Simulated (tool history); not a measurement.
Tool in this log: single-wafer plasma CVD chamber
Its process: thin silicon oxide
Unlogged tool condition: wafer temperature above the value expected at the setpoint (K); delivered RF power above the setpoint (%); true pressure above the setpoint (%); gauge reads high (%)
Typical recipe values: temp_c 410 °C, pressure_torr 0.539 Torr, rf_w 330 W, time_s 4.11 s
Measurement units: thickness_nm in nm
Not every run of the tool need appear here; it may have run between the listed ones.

run	day	temp_c	pressure_torr	rf_w	time_s	wafers since the last listed run	hours since the last thermocouple change	hours since the last RF generator calibration	hours since the last manometer calibration	hours since the showerhead was replaced	hours since the gauge calibration	read-back reference wafer on the same gauge, thickness_nm	thickness_nm
1	0	410	0.539	330	4.11	0	240.1	1421.9	260.7	2193.3	1907.1	3.916	4.358
2	4.146	410	0.539	330	4.11	5013	339.6	1521.4	360.2	2292.8	2006.6	3.918	4.36
3	6.358	410	0.539	345	3.61	2675	392.7	1574.5	413.3	2345.9	2059.7	3.917	3.872
4	10.125	410	0.406	330	4.11	4554	483.1	1664.9	503.7	2436.3	2150.1	3.912	3.255
5	11.904	410	0.539	330	4.11	2151	525.8	1707.6	546.4	2479	2192.8	3.908	4.333
6	13.562	410	0.489	280	4.86	2005	565.6	1747.4	586.2	2518.8	2232.6	3.911	4.408
7	15.508	405	0.447	330	4.11	2352	612.3	1794.1	632.9	2565.5	2279.3	3.915	3.565
# day 16.496: RF generator calibrated
# day 25.258: capacitance manometer re-zeroed and calibrated, repeated, since the last time left the tool worse
8	26.462	410	0.539	280	3.83	12439	875.2	239.2	28.9	2828.4	2542.2	3.908	4.197
9	28.321	402	0.662	330	4.11	2247	919.8	283.8	73.5	2873	2586.8	3.912	5.923
10	31.608	422	0.539	330	3.55	3975	998.7	362.7	152.4	2951.9	2665.7	3.899	4.133
11	34.938	399	0.613	330	4.11	4025	1078.6	442.6	232.3	3031.8	2745.6	3.906	5.445
12	39.05	410	0.539	330	4.11	4972	1177.3	541.3	331	3130.5	2844.3	3.907	4.759
# day 41.158: showerhead replaced
13	41.667	399	0.613	330	4.11	2761	1240.1	604.1	393.8	12.2	2907.1	3.909	5.44
# day 42.858: gauge calibrated
14	44.125	410	0.539	330	4.11	2972	1299.1	663.1	452.8	71.2	30.4	3.903	4.747
15	46.071	410	0.467	330	4.11	2352	1345.8	709.8	499.5	117.9	77.1	3.903	4.126
16	48.575	410	0.539	330	4.11	3028	1405.9	769.9	559.6	178	137.2	3.905	4.735
17	51.225	414	0.539	330	4.11	3204	1469.5	833.5	623.2	241.6	200.8	3.907	4.765
# day 60.646: thermocouple changed; heater temperature recalibrated
18	60.667	415	0.539	330	4.48	11014	0.5	1060.1	849.8	468.2	427.4	3.908	5.113
19	63.396	422	0.539	330	3.55	3300	66	1125.6	915.3	533.7	492.9	3.904	4.004
20	67.354	401	0.539	330	4.11	4786	161	1220.6	1010.3	628.7	587.9	3.905	4.712
21	70.217	410	0.539	330	4.11	3461	229.7	1289.3	1079	697.4	656.6	3.899	4.673
22	72.796	410	0.539	330	4.11	3118	291.6	1351.2	1140.9	759.3	718.5	3.907	4.634
23	74.729	410	0.539	330	4.11	2337	338	1397.6	1187.3	805.7	764.9	3.909	4.593
# day 79.488: capacitance manometer re-zeroed and calibrated
24	86.979	410	0.539	330	4.11	14409	632	1691.6	179.8	1099.7	1058.9	3.9	4.758
25	89.429	410	0.539	330	3.84	2962	690.8	1750.4	238.6	1158.5	1117.7	3.903	4.465
26	91.783	403	0.428	330	4.56	2846	747.3	1806.9	295.1	1215	1174.2	3.905	4.196
27	94.75	410	0.455	285	3.84	3587	818.5	1878.1	366.3	1286.2	1245.4	3.906	3.527

What differs in the tool's unlogged condition from the final listed run ahead of each entry between runs to the first listed run following it?
In the gap between runs 7 and 8: RF generator calibrated (day 16.496); capacitance manometer re-zeroed and calibrated, repeated, since the last time left the tool worse (day 25.258)
  true pressure above the setpoint (%): -9.74 -> 0.239
  measured result minus the result with no hidden state, thickness_nm: -0.414 -> +0.01 nm
In the gap between runs 12 and 13: showerhead replaced (day 41.158)
  true pressure above the setpoint (%): -0.651 -> -0.835
  measured result minus the result with no hidden state, thickness_nm: -0.031 -> -0.044 nm
In the gap between runs 13 and 14: gauge calibrated (day 42.858)
  true pressure above the setpoint (%): -0.835 -> -1.01
  measured result minus the result with no hidden state, thickness_nm: -0.044 -> -0.048 nm
In the gap between runs 17 and 18: thermocouple changed; heater temperature recalibrated (day 60.646)
  true pressure above the setpoint (%): -1.51 -> -2.18
  measured result minus the result with no hidden state, thickness_nm: -0.073 -> -0.114 nm
In the gap between runs 23 and 24: capacitance manometer re-zeroed and calibrated (day 79.488)
  true pressure above the setpoint (%): -3.17 -> -1.05
  measured result minus the result with no hidden state, thickness_nm: -0.15 -> -0.051 nm
